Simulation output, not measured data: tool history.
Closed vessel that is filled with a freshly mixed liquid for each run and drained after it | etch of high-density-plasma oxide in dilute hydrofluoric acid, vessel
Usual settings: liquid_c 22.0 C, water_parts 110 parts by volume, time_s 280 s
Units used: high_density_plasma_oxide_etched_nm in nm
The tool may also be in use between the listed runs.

| run | hour | liquid_c | water_parts | time_s | read-back film thickness of the high-density-plasma oxide reference wafer, read on the same gauge (nm) | high_density_plasma_oxide_etched_nm |
|---|---|---|---|---|---|---|
| 1 | 0.0 | 22.0 | 110 | 280 | 39.98 | 11.98 |
| 2 | 40.2 | 22.0 | 110 | 280 | 40.00 | 12.15 |
| 3 | 97.1 | 22.0 | 110 | 280 | 40.03 | 12.18 |
|  | 137.5 | thermometer replaced |
| 4 | 163.6 | 22.0 | 110 | 280 | 40.01 | 11.78 |
| 5 | 309.2 | 22.0 | 110 | 280 | 40.01 | 11.74 |
| 6 | 348.9 | 22.0 | 110 | 280 | 39.98 | 11.70 |
| 7 | 395.5 | 22.0 | 110 | 280 | 40.00 | 11.68 |
| 8 | 466.5 | 22.0 | 110 | 280 | 39.98 | 11.75 |
| 9 | 504.4 | 22.0 | 110 | 280 | 39.99 | 11.68 |
| 10 | 557.8 | 22.0 | 110 | 280 | 40.01 | 11.68 |
|  | 568.4 | hydrofluoric acid flow meter replaced |
| 11 | 622.2 | 22.0 | 110 | 280 | 39.99 | 11.56 |
|  | 676.5 | thermometer replaced, repeated, since the last time left the tool worse |
| 12 | 692.4 | 18.0 | 160 | 445 | 40.02 | 10.85 |
|  | 725.7 | gauge calibrated |
| 13 | 747.4 | 22.0 | 110 | 280 | 39.96 | 12.35 |
| 14 | 790.5 | 23.5 | 85 | 450 | 40.02 | 28.09 |
| 15 | 818.8 | 22.0 | 110 | 280 | 40.00 | 12.27 |
| 16 | 938.6 | 22.0 | 110 | 280 | 39.99 | 12.26 |
| 17 | 990.7 | 24.5 | 155 | 365 | 39.95 | 11.86 |
| 18 | 1059.3 | 17.5 | 125 | 280 | 39.98 | 8.80 |
| 19 | 1105.2 | 19.0 | 90 | 400 | 39.99 | 19.30 |
| 20 | 1151.4 | 22.0 | 110 | 145 | 40.01 | 6.30 |
| 21 | 1330.5 | 22.0 | 110 | 400 | 40.04 | 17.39 |
| 22 | 1387.6 | 22.0 | 65 | 140 | 40.00 | 10.79 |
| 23 | 1450.2 | 20.5 | 65 | 280 | 39.99 | 20.37 |
| 24 | 1511.5 | 24.5 | 110 | 280 | 39.97 | 13.37 |
| 25 | 1573.8 | 26.0 | 110 | 350 | 39.99 | 17.74 |
| 26 | 1601.0 | 25.5 | 90 | 440 | 40.00 | 27.44 |
| 27 | 1631.8 | 22.0 | 90 | 280 | 39.98 | 15.08 |
| 28 | 1665.1 | 25.0 | 140 | 280 | 39.99 | 10.31 |
|  | 1722.3 | thermometer replaced |
| 29 | 1724.2 | 23.5 | 60 | 375 | 40.02 | 34.22 |
| 30 | 1772.7 | 22.0 | 155 | 280 | 40.00 | 8.35 |

What the log doesn't show, run by run:
hydrofluoric acid flow below the setpoint (%): 0 in every run
gauge reads high (%): 0 in every run
H1: liquid colder than its thermometer reads (K)
| run | H1 |
|---|---|
| 1 | 0.558 |
| 2 | 0.583 |
| 3 | 0.618 |
| 4 | 1.23 |
| 5 | 1.32 |
| 6 | 1.34 |
| 7 | 1.37 |
| 8 | 1.41 |
| 9 | 1.44 |
| 10 | 1.47 |
| 11 | 1.51 |
| 12 | 0.0546 |
| 13 | 0.0888 |
| 14 | 0.116 |
| 15 | 0.133 |
| 16 | 0.207 |
| 17 | 0.24 |
| 18 | 0.282 |
| 19 | 0.311 |
| 20 | 0.34 |
| 21 | 0.451 |
| 22 | 0.486 |
| 23 | 0.525 |
| 24 | 0.563 |
| 25 | 0.602 |
| 26 | 0.619 |
| 27 | 0.638 |
| 28 | 0.659 |
| 29 | 0.104 |
| 30 | 0.134 |

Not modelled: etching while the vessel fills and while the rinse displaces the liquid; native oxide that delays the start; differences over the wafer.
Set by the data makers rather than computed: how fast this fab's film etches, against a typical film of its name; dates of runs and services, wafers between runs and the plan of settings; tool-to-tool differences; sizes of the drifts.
